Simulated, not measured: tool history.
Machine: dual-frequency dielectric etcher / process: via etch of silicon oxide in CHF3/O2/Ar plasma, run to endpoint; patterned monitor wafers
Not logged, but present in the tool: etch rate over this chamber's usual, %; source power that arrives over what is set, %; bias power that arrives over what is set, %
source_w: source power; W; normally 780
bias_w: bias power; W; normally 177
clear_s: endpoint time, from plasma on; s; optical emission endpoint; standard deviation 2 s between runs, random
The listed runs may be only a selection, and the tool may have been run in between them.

run,hour,source_w,bias_w,wafers since the last listed run,hours since the last wet clean,hours since the last source power generator calibration,hours since the last bias power generator calibration,hours since the last upper electrode change,"incoming incoming film thickness, nm",clear_s
1,0,780,177,0,82.6,3763.7,4838.8,3500.3,547.4,241.8
2,15.6,780,177,55,98.2,3779.3,4854.4,3515.9,545.8,239.5
3,31,780,177,54,113.6,3794.7,4869.8,3531.3,553.1,243.6
4,45.5,780,155,51,128.1,3809.2,4884.3,3545.8,549.7,260.3
5,102.7,780,160,203,185.3,3866.4,4941.5,3603,551.1,255.2
6,131.9,780,160,103,214.5,3895.6,4970.7,3632.2,550.3,252.8
7,160.9,780,160,103,243.5,3924.6,4999.7,3661.2,555,253.9
8,190.2,780,177,104,272.8,3953.9,5029,3690.5,549.8,236.5
9,214.6,780,177,86,297.2,3978.3,5053.4,3714.9,559.3,246.9
10,242.6,910,164,99,325.2,4006.3,5081.4,3742.9,548.9,233.7
11,256.7,780,177,50,339.3,4020.4,5095.5,3757,545.3,241.5
# hour 288.9: wet clean of the chamber
12,289.4,780,177,30,0.5,4053.1,5128.2,3789.7,550,241
13,307.5,780,144,64,18.6,4071.2,5146.3,3807.8,555.9,275
14,339.3,780,177,113,50.4,4103,5178.1,3839.6,545.1,240.4
15,360.4,650,177,75,71.5,4124.1,5199.2,3860.7,545.2,262.1
# hour 387: upper electrode replaced
16,387.5,860,137,11,98.6,4151.2,5226.3,0.5,552.7,269.9
17,406.3,960,158,66,117.4,4170,5245.1,19.3,552.8,234.5
18,419.1,780,190,45,130.2,4182.8,5257.9,32.1,550.1,233.9

The next listed run, before its measurement:
19,448,780,177,102,159.1,4211.7,5286.8,61,547.2,?

{"run 19": {"clear_s": 238.6}}
On a tool with no hidden condition, and with the same random variation, this run would have come out at clear_s 238.6 s.
